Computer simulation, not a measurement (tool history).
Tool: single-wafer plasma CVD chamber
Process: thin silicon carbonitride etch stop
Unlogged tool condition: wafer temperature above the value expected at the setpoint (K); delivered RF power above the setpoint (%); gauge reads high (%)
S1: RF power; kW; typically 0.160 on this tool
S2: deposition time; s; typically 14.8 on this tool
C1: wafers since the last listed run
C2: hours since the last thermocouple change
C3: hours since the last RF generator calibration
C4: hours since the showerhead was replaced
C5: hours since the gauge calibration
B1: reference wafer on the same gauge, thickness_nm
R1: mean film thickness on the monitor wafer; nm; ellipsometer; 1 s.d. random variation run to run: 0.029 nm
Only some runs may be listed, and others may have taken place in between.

run 1 hour=0.0 | S1=0.150 S2=14.8 | C1=0 C2=1498.4 C3=1200.5 C4=2106.8 C5=924.3 | B1=9.741 | R1=7.948
run 2 hour=51.3 | S1=0.160 S2=16.4 | C1=760 C2=1549.7 C3=1251.8 C4=2158.1 C5=975.6 | B1=9.712 | R1=9.054
run 3 hour=111.7 | S1=0.160 S2=16.4 | C1=895 C2=1610.1 C3=1312.2 C4=2218.5 C5=1036.0 | B1=9.739 | R1=8.960
run 4 hour=136.2 | S1=0.160 S2=16.2 | C1=363 C2=1634.6 C3=1336.7 C4=2243.0 C5=1060.5 | B1=9.750 | R1=8.871
run 5 hour=188.1 | S1=0.175 S2=14.8 | C1=769 C2=1686.5 C3=1388.6 C4=2294.9 C5=1112.4 | B1=9.725 | R1=8.398
run 6 hour=223.3 | S1=0.160 S2=14.8 | C1=521 C2=1721.7 C3=1423.8 C4=2330.1 C5=1147.6 | B1=9.728 | R1=8.105
run 7 hour=262.6 | S1=0.160 S2=12.6 | C1=582 C2=1761.0 C3=1463.1 C4=2369.4 C5=1186.9 | B1=9.725 | R1=6.886
run 8 hour=292.2 | S1=0.160 S2=12.6 | C1=438 C2=1790.6 C3=1492.7 C4=2399.0 C5=1216.5 | B1=9.731 | R1=6.881
run 9 hour=359.8 | S1=0.160 S2=12.6 | C1=1002 C2=1858.2 C3=1560.3 C4=2466.6 C5=1284.1 | B1=9.744 | R1=6.845
-- hour=395.6 gauge calibrated
-- hour=402.1 thermocouple changed; heater temperature recalibrated
run 10 hour=431.0 | S1=0.160 S2=16.1 | C1=937 C2=28.9 C3=1631.5 C4=2537.8 C5=35.4 | B1=9.721 | R1=8.819
run 11 hour=493.2 | S1=0.160 S2=16.1 | C1=922 C2=91.1 C3=1693.7 C4=2600.0 C5=97.6 | B1=9.721 | R1=8.759
run 12 hour=538.9 | S1=0.185 S2=13.7 | C1=677 C2=136.8 C3=1739.4 C4=2645.7 C5=143.3 | B1=9.724 | R1=7.948
run 13 hour=604.9 | S1=0.135 S2=12.8 | C1=978 C2=202.8 C3=1805.4 C4=2711.7 C5=209.3 | B1=9.714 | R1=6.469
run 14 hour=675.0 | S1=0.145 S2=16.8 | C1=1039 C2=272.9 C3=1875.5 C4=2781.8 C5=279.4 | B1=9.717 | R1=8.769
run 15 hour=715.3 | S1=0.160 S2=14.8 | C1=597 C2=313.2 C3=1915.8 C4=2822.1 C5=319.7 | B1=9.726 | R1=7.999
run 16 hour=759.8 | S1=0.130 S2=14.8 | C1=659 C2=357.7 C3=1960.3 C4=2866.6 C5=364.2 | B1=9.722 | R1=7.305
run 17 hour=800.8 | S1=0.160 S2=14.8 | C1=607 C2=398.7 C3=2001.3 C4=2907.6 C5=405.2 | B1=9.731 | R1=8.029
run 18 hour=984.9 | S1=0.175 S2=17.6 | C1=2730 C2=582.8 C3=2185.4 C4=3091.7 C5=589.3 | B1=9.725 | R1=9.865
-- hour=1019.6 showerhead replaced
run 19 hour=1033.5 | S1=0.160 S2=17.7 | C1=602 C2=631.4 C3=2234.0 C4=13.9 C5=637.9 | B1=9.742 | R1=9.591
-- hour=1052.1 RF generator calibrated
run 20 hour=1087.1 | S1=0.160 S2=14.8 | C1=676 C2=685.0 C3=35.0 C4=67.5 C5=691.5 | B1=9.736 | R1=8.329
run 21 hour=1153.9 | S1=0.130 S2=16.1 | C1=990 C2=751.8 C3=101.8 C4=134.3 C5=758.3 | B1=9.745 | R1=8.202
run 22 hour=1196.7 | S1=0.160 S2=14.8 | C1=634 C2=794.6 C3=144.6 C4=177.1 C5=801.1 | B1=9.715 | R1=8.257
run 23 hour=1248.2 | S1=0.160 S2=14.8 | C1=763 C2=846.1 C3=196.1 C4=228.6 C5=852.6 | B1=9.730 | R1=8.241
run 24 hour=1298.2 | S1=0.160 S2=13.1 | C1=741 C2=896.1 C3=246.1 C4=278.6 C5=902.6 | B1=9.732 | R1=7.276
run 25 hour=1485.8 | S1=0.160 S2=17.2 | C1=2781 C2=1083.7 C3=433.7 C4=466.2 C5=1090.2 | B1=9.740 | R1=9.515
run 26 hour=1528.5 | S1=0.160 S2=14.8 | C1=633 C2=1126.4 C3=476.4 C4=508.9 C5=1132.9 | B1=9.730 | R1=8.251
run 27 hour=1576.0 | S1=0.130 S2=16.8 | C1=704 C2=1173.9 C3=523.9 C4=556.4 C5=1180.4 | B1=9.738 | R1=8.509
run 28 hour=1607.4 | S1=0.175 S2=12.1 | C1=465 C2=1205.3 C3=555.3 C4=587.8 C5=1211.8 | B1=9.732 | R1=6.947
-- hour=1657.5 gauge calibrated
run 29 hour=1671.6 | S1=0.160 S2=17.6 | C1=952 C2=1269.5 C3=619.5 C4=652.0 C5=14.1 | B1=9.727 | R1=9.805
run 30 hour=1718.7 | S1=0.170 S2=13.9 | C1=698 C2=1316.6 C3=666.6 C4=699.1 C5=61.2 | B1=9.721 | R1=7.961
run 31 hour=1770.8 | S1=0.140 S2=14.8 | C1=772 C2=1368.7 C3=718.7 C4=751.2 C5=113.3 | B1=9.728 | R1=7.703
run 32 hour=1826.0 | S1=0.190 S2=11.9 | C1=818 C2=1423.9 C3=773.9 C4=806.4 C5=168.5 | B1=9.751 | R1=7.078
run 33 hour=1882.2 | S1=0.160 S2=14.8 | C1=833 C2=1480.1 C3=830.1 C4=862.6 C5=224.7 | B1=9.727 | R1=8.202
run 34 hour=1929.8 | S1=0.170 S2=12.5 | C1=705 C2=1527.7 C3=877.7 C4=910.2 C5=272.3 | B1=9.725 | R1=7.073

Below are 5 alternative next runs, each starting from the tool's condition after run 34. Predict each:
run A hour=1930.2 | S1=0.160 S2=14.8 | C1=5 C2=1528.1 C3=878.1 C4=910.6 C5=272.7 | B1=? | R1=?
run B hour=1930.2 | S1=0.185 S2=14.8 | C1=5 C2=1528.1 C3=878.1 C4=910.6 C5=272.7 | B1=? | R1=?
run C hour=1930.2 | S1=0.160 S2=13.7 | C1=5 C2=1528.1 C3=878.1 C4=910.6 C5=272.7 | B1=? | R1=?
run D hour=1930.2 | S1=0.180 S2=13.9 | C1=5 C2=1528.1 C3=878.1 C4=910.6 C5=272.7 | B1=? | R1=?
run E hour=1930.2 | S1=0.140 S2=13.6 | C1=5 C2=1528.1 C3=878.1 C4=910.6 C5=272.7 | B1=? | R1=?

run=A B1=9.729 R1=8.181
run=B B1=9.729 R1=8.692
run=C B1=9.729 R1=7.573
run=D B1=9.729 R1=8.073
run=E B1=9.729 R1=7.086
Stripped of hidden state, with their random variation kept, the same runs would have yielded:
run=A R1=8.298
run=B R1=8.816
run=C R1=7.681
run=D R1=8.188
run=E R1=7.187
